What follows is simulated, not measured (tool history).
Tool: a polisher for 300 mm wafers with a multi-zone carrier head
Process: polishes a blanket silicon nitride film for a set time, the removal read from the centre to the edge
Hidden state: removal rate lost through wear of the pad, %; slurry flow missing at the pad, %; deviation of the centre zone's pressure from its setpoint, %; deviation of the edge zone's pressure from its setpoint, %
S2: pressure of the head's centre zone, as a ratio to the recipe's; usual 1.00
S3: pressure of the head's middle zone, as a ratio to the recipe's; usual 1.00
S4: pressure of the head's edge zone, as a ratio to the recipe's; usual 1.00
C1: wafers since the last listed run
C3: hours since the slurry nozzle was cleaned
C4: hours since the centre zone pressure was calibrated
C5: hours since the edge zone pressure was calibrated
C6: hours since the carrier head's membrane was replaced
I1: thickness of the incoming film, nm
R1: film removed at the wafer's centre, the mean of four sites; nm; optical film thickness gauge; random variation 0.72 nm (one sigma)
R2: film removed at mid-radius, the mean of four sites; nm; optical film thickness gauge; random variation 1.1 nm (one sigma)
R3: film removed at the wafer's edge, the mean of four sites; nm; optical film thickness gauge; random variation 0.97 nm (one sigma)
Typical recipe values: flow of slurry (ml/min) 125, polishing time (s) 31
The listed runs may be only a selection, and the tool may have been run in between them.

Run 1, hour 0.0: usual settings but S3 1.09; C1 0; wafers polished on this pad 168; C3 660.6; C4 373.9; C5 690.9; C6 689.9; I1 857.1. Result: R1 73.3 nm, R2 74.3 nm, R3 71.5 nm.
Run 2, hour 72.7: usual settings but S3 0.96; C1 679; wafers polished on this pad 848; C3 733.3; C4 446.6; C5 763.6; C6 762.6; I1 878.3. Result: R1 73.7 nm, R2 67.3 nm, R3 71.5 nm.
At hour 122.5: slurry nozzle cleaned.
Run 3, hour 148.2: usual settings; C1 696; wafers polished on this pad 1545; C3 25.7; C4 522.1; C5 839.1; C6 838.1; I1 880.3. Result: R1 72.9 nm, R2 73.0 nm, R3 68.9 nm.
Run 4, hour 195.7: usual settings; C1 444; wafers polished on this pad 1989; C3 73.2; C4 569.6; C5 886.6; C6 885.6; I1 868.9. Result: R1 74.0 nm, R2 70.8 nm, R3 71.1 nm.
Run 5, hour 234.6: usual settings but flow of slurry (ml/min) 90; C1 363; wafers polished on this pad 2353; C3 112.1; C4 608.5; C5 925.5; C6 924.5; I1 877.5. Result: R1 70.1 nm, R2 69.2 nm, R3 67.3 nm.
At hour 254.9: worn pad replaced by a new one.
Run 6, hour 282.5: usual settings; C1 410; wafers polished on this pad 257; C3 160.0; C4 656.4; C5 973.4; C6 972.4; I1 857.7. Result: R1 73.7 nm, R2 71.2 nm, R3 69.3 nm.
Run 7, hour 339.7: usual settings; C1 534; wafers polished on this pad 792; C3 217.2; C4 713.6; C5 1030.6; C6 1029.6; I1 861.6. Result: R1 73.4 nm, R2 70.6 nm, R3 69.6 nm.
Run 8, hour 458.8: usual settings; C1 1113; wafers polished on this pad 1906; C3 336.3; C4 832.7; C5 1149.7; C6 1148.7; I1 866.7. Result: R1 72.1 nm, R2 69.8 nm, R3 72.0 nm.
At hour 471.9: carrier head's membrane replaced by a new one.
At hour 494.0: edge zone pressure recalibrated.
At hour 510.6: worn pad replaced by a new one.
Run 9, hour 548.3: usual settings; C1 734; wafers polished on this pad 352; C3 425.8; C4 922.2; C5 54.3; C6 76.4; I1 860.5. Result: R1 74.0 nm, R2 73.5 nm, R3 72.1 nm.
Run 10, hour 586.4: usual settings; C1 356; wafers polished on this pad 708; C3 463.9; C4 960.3; C5 92.4; C6 114.5; I1 863.4. Result: R1 73.8 nm, R2 71.8 nm, R3 69.9 nm.
Run 11, hour 643.4: usual settings but flow of slurry (ml/min) 160, S2 0.90, polishing time (s) 35; C1 533; wafers polished on this pad 1241; C3 520.9; C4 1017.3; C5 149.4; C6 171.5; I1 884.2. Result: R1 77.7 nm, R2 84.1 nm, R3 81.5 nm.
Run 12, hour 778.6: usual settings but S2 1.04, S3 1.08, S4 0.93; C1 1264; wafers polished on this pad 2506; C3 656.1; C4 1152.5; C5 284.6; C6 306.7; I1 880.8. Result: R1 75.8 nm, R2 74.8 nm, R3 67.8 nm.
At hour 815.1: worn pad replaced by a new one.
Run 13, hour 828.4: usual settings; C1 428; wafers polished on this pad 124; C3 705.9; C4 1202.3; C5 334.4; C6 356.5; I1 867.2. Result: R1 73.7 nm, R2 72.7 nm, R3 70.2 nm.
At hour 862.6: centre zone pressure recalibrated.
Run 14, hour 909.7: usual settings but polishing time (s) 25; C1 741; wafers polished on this pad 866; C3 787.2; C4 47.1; C5 415.7; C6 437.8; I1 869.4. Result: R1 59.5 nm, R2 57.1 nm, R3 58.1 nm.
Run 15, hour 987.6: usual settings but flow of slurry (ml/min) 105, S3 1.04, polishing time (s) 27; C1 728; wafers polished on this pad 1594; C3 865.1; C4 125.0; C5 493.6; C6 515.7; I1 860.7. Result: R1 62.0 nm, R2 61.5 nm, R3 61.4 nm.
At hour 994.1: slurry nozzle cleaned.
Run 16, hour 1074.0: usual settings but S2 1.05, S3 0.88, polishing time (s) 42; C1 798; wafers polished on this pad 2393; C3 79.9; C4 211.4; C5 580.0; C6 602.1; I1 862.9. Result: R1 104.6 nm, R2 88.9 nm, R3 95.9 nm.
At hour 1149.0: worn pad replaced by a new one.
Run 17, hour 1170.1: usual settings; C1 861; wafers polished on this pad 197; C3 176.0; C4 307.5; C5 676.1; C6 698.2; I1 873.3. Result: R1 73.8 nm, R2 72.5 nm, R3 69.4 nm.
Run 18, hour 1261.2: usual settings but S2 0.89, S3 0.93, S4 0.92, polishing time (s) 34; C1 852; wafers polished on this pad 1049; C3 267.1; C4 398.6; C5 767.2; C6 789.3; I1 878.0. Result: R1 72.2 nm, R2 75.3 nm, R3 75.7 nm.
Run 19, hour 1347.0: usual settings; C1 802; wafers polished on this pad 1852; C3 352.9; C4 484.4; C5 853.0; C6 875.1; I1 882.9. Result: R1 72.0 nm, R2 71.9 nm, R3 71.1 nm.
At hour 1430.3: worn pad replaced by a new one.
Run 20, hour 1433.6: usual settings but S3 1.04; C1 772; wafers polished on this pad 31; C3 439.5; C4 571.0; C5 939.6; C6 961.7; I1 876.6. Result: R1 73.3 nm, R2 73.9 nm, R3 70.5 nm.
Run 21, hour 1470.2: usual settings; C1 342; wafers polished on this pad 373; C3 476.1; C4 607.6; C5 976.2; C6 998.3; I1 863.2. Result: R1 72.4 nm, R2 71.5 nm, R3 70.5 nm.

Consider 5 possible next runs. They are alternatives, not a sequence: every one starts from the tool as it was left by run 21. What does each give?
Run A, hour 1470.6: usual settings but S4 0.96; C1 3; wafers polished on this pad 377; C3 476.5; C4 608.0; C5 976.6; C6 998.7; I1 866.3. Result: R1 ?, R2 ?, R3 ?.
Run B, hour 1470.6: usual settings but S3 0.94; C1 3; wafers polished on this pad 377; C3 476.5; C4 608.0; C5 976.6; C6 998.7; I1 866.3. Result: R1 ?, R2 ?, R3 ?.
Run C, hour 1470.6: usual settings but S3 0.95, S4 1.10; C1 3; wafers polished on this pad 377; C3 476.5; C4 608.0; C5 976.6; C6 998.7; I1 866.3. Result: R1 ?, R2 ?, R3 ?.
Run D, hour 1470.6: usual settings but flow of slurry (ml/min) 100, S2 1.06, S4 1.06, polishing time (s) 34; C1 3; wafers polished on this pad 377; C3 476.5; C4 608.0; C5 976.6; C6 998.7; I1 866.3. Result: R1 ?, R2 ?, R3 ?.
Run E, hour 1470.6: usual settings but S4 1.04; C1 3; wafers polished on this pad 377; C3 476.5; C4 608.0; C5 976.6; C6 998.7; I1 866.3. Result: R1 ?, R2 ?, R3 ?.

run    R1    R2    R3
  A  74.9  73.4  67.7
  B  74.8  70.4  69.1
  C  74.8  70.9  72.4
  D  84.1  78.0  76.3
  E  74.9  73.4  70.4
Take away the tool's hidden state, keep each run's random variation, and the runs would have read:
run    R1    R2    R3
  A  74.9  73.4  67.7
  B  74.8  70.4  69.1
  C  74.8  70.9  72.4
  D  84.1  78.0  76.3
  E  74.9  73.4  70.4

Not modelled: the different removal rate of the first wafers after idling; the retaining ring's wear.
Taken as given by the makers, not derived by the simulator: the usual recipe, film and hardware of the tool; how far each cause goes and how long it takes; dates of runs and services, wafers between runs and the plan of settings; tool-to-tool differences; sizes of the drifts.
